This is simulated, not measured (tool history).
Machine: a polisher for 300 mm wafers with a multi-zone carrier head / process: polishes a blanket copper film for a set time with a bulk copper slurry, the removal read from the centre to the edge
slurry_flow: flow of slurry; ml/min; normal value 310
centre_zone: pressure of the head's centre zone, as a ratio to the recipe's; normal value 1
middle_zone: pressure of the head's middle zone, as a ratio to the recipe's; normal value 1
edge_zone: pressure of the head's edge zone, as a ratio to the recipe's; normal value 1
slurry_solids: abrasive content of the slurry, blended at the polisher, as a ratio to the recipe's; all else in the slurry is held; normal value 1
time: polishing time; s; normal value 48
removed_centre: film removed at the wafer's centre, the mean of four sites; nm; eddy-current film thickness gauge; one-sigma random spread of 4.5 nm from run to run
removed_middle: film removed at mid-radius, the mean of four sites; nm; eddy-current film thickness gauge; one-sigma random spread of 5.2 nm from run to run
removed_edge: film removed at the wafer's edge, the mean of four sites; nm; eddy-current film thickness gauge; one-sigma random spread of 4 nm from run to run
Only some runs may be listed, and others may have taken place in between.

run,hour,slurry_flow,centre_zone,middle_zone,edge_zone,slurry_solids,time,wafers since the last listed run,wafers polished on this pad,hours since the slurry nozzle was cleaned,hours since the centre zone pressure was calibrated,hours since the edge zone pressure was calibrated,hours since the carrier head's membrane was replaced,"incoming thickness of the incoming film, nm",removed_centre,removed_middle,removed_edge
1,0,310,1,1,1,1,48,0,3850,87.8,319.6,318.8,860,2086.4,462.3,460.8,463.4
# hour 95.3: worn pad replaced by a new one
2,102.9,310,1.07,1,1,0.8,48,928,71,190.7,422.5,421.7,962.9,2131.7,507.3,478.9,483.3
3,163.6,310,1.07,1,1,0.8,48,569,641,251.4,483.2,482.4,1023.6,2145.6,495.7,470.2,477
4,205.1,310,1.07,1,1,0.8,48,389,1030,292.9,524.7,523.9,1065.1,2091.5,494.2,452.7,469.9
# hour 268.3: edge zone pressure recalibrated
# hour 301.1: carrier head's membrane replaced by a new one
5,301.6,310,1,1.04,1.03,1.25,48,839,1870,389.4,621.2,33.3,0.5,2120.1,489.9,506.6,484.7
# hour 329.9: slurry nozzle cleaned
6,395.4,310,1,1,0.95,1,48,870,2741,65.5,715,127.1,94.3,2102.5,469.9,468.6,462.1
7,486.6,240,1,1,1,1,48,855,3597,156.7,806.2,218.3,185.5,2089.1,457.6,451.6,460.4
# hour 534.5: worn pad replaced by a new one
8,581.5,380,1.06,1,1.07,1.15,48,853,440,251.6,901.1,313.2,280.4,2102.2,532,508.4,519.7
9,622.7,310,1,1,1,1,48,386,827,292.8,942.3,354.4,321.6,2116,483.8,472.7,487
10,699.3,335,1,1,1,1,48,718,1546,369.4,1018.9,431,398.2,2117,482.7,477.2,477.1
# hour 771.2: slurry nozzle cleaned
11,800.5,310,1,1.1,1,1,37,940,2486,29.3,1120.1,532.2,499.4,2089.7,362.1,382.7,364.9
# hour 841.1: centre zone pressure recalibrated
# hour 843.7: edge zone pressure recalibrated
12,870,220,1,1,1,1,39,614,3101,98.8,28.9,26.3,568.9,2072.5,370.7,358.1,371.1
13,923.8,310,1,1,1,1,48,504,3606,152.6,82.7,80.1,622.7,2142.7,467.8,460.5,469.6
# hour 964.6: worn pad replaced by a new one
14,979.1,310,1,1.06,1,1,48,481,136,207.9,138,135.4,678,2117.6,498.2,521.3,493.1
15,1034.4,310,0.89,1,1.07,1,48,518,655,263.2,193.3,190.7,733.3,2117,451,480.8,496.8
16,1134.8,310,1,0.91,1,1,48,942,1597,363.6,293.7,291.1,833.7,2101.4,474.2,439.9,480.2
# hour 1210.9: slurry nozzle cleaned
17,1218,310,1,1,1.07,1,39,771,2368,7.1,376.9,374.3,916.9,2153.9,388.8,383.9,399.2
18,1296.7,310,1,1,1,1,48,738,3107,85.8,455.6,453,995.6,2147.3,469.4,464,473.3
19,1399.1,225,0.88,1,1.05,1,41,960,4068,188.2,558,555.4,1098,2112.6,349.6,382.4,401.6
# hour 1470: worn pad replaced by a new one
# hour 1478.2: edge zone pressure recalibrated
# hour 1486.2: carrier head's membrane replaced by a new one
20,1500.3,310,1,1,1,1,48,846,218,289.4,659.2,22.1,14.1,2113.5,489.9,485,493.6

Consider 5 possible next runs. They are alternatives, not a sequence: every one starts from the tool as it was left by run 20. What does each give?
A,1500.7,310,1.06,1,1,1,48,3,222,289.8,659.6,22.5,14.5,2097.7,?,?,?
B,1500.7,310,1.11,1.04,1,1,53,3,222,289.8,659.6,22.5,14.5,2097.7,?,?,?
C,1500.7,310,1.04,1,0.94,1,48,3,222,289.8,659.6,22.5,14.5,2097.7,?,?,?
D,1500.7,310,1,1,1.04,1,62,3,222,289.8,659.6,22.5,14.5,2097.7,?,?,?
E,1500.7,310,1.05,1.03,0.93,1,58,3,222,289.8,659.6,22.5,14.5,2097.7,?,?,?

run,removed_centre,removed_middle,removed_edge
A,502.7,487.1,490.9
B,574.4,554.8,541.8
C,495.8,487.2,479.1
D,622.5,629.3,644.2
E,603.4,602.6,576.3
With no hidden state in the tool, these same runs would have given:
run,removed_centre,removed_middle,removed_edge
A,510.6,494.7,498.5
B,583.3,563.4,550.2
C,503.5,494.7,486.5
D,632.2,639.1,654.2
E,612.8,612,585.3

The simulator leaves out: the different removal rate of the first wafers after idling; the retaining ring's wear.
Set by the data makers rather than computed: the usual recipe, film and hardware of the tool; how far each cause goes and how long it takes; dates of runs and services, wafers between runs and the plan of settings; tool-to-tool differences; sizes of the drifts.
